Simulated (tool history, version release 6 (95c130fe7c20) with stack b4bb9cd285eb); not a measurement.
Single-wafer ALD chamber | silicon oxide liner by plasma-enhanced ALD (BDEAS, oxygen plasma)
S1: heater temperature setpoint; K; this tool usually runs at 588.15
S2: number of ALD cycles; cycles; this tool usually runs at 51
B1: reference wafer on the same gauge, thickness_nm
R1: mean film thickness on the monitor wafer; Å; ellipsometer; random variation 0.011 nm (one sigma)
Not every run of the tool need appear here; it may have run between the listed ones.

run,day,S1,S2,B1,R1
1,0,588.15,59,4.877,52.74
2,1.021,588.15,59,4.882,53.03
3,2.683,588.15,51,4.881,45.82
4,5.371,588.15,51,4.885,45.68
# day 6.212: thermocouple changed; heater temperature recalibrated
5,6.688,588.15,51,4.878,45.24
# day 6.725: gauge calibrated
6,8.317,588.15,51,4.881,45.35
7,10.783,588.15,51,4.88,45.44
8,13.658,588.15,51,4.884,45.23
9,16.242,588.15,51,4.882,45.45
10,18.004,588.15,55,4.88,49.06
11,19.204,588.15,55,4.879,48.95
12,20.904,588.15,55,4.876,48.97
13,22.171,588.15,51,4.883,45.57
14,25.158,588.15,51,4.88,45.37
15,27.612,588.15,51,4.879,45.6
16,29,588.15,51,4.88,45.53
17,31.321,588.15,51,4.875,45.28
18,33.708,588.15,51,4.884,45.48
19,35.888,588.15,56,4.879,49.8
20,38.871,588.15,51,4.88,45.64
21,43.121,588.15,42,4.879,37.38
22,44.538,588.15,51,4.882,45.6
23,46.838,580.15,47,4.878,42.51
24,49.162,575.15,46,4.88,42.56
# day 50.362: thermocouple changed; heater temperature recalibrated
25,51.771,588.15,51,4.881,45.17
26,53.254,588.15,51,4.877,45.3
27,54.925,602.15,58,4.88,50.53
# day 54.971: gauge calibrated
28,57.054,576.15,51,4.879,46.07
29,58.171,588.15,44,4.883,38.96
30,59.217,593.15,47,4.881,41.47
31,60.379,588.15,51,4.881,45.43
32,62.038,584.15,46,4.879,40.97
33,64.775,588.15,44,4.878,39
34,70.008,581.15,47,4.88,42.12
35,71.654,588.15,51,4.883,45.56
36,74.479,588.15,51,4.878,45.37
37,76.679,603.15,43,4.881,37.58
38,78.529,588.15,47,4.879,41.78

The logged runs with the hidden state left out (each run's random variation unchanged):
The tool's hidden condition here consists of: wafer temperature above the value expected at the setpoint (K); gauge reads high (%).
run,R1
1,52.2
2,52.48
3,45.33
4,45.17
5,45.29
6,45.4
7,45.46
8,45.22
9,45.41
10,49
11,48.88
12,48.89
13,45.48
14,45.26
15,45.46
16,45.37
17,45.1
18,45.29
19,49.56
20,45.39
21,37.14
22,45.29
23,42.21
24,41.77
25,45.26
26,45.39
27,50.61
28,46.12
29,38.99
30,41.5
31,45.45
32,40.97
33,38.98
34,42.06
35,45.47
36,45.25
37,37.47
38,41.64

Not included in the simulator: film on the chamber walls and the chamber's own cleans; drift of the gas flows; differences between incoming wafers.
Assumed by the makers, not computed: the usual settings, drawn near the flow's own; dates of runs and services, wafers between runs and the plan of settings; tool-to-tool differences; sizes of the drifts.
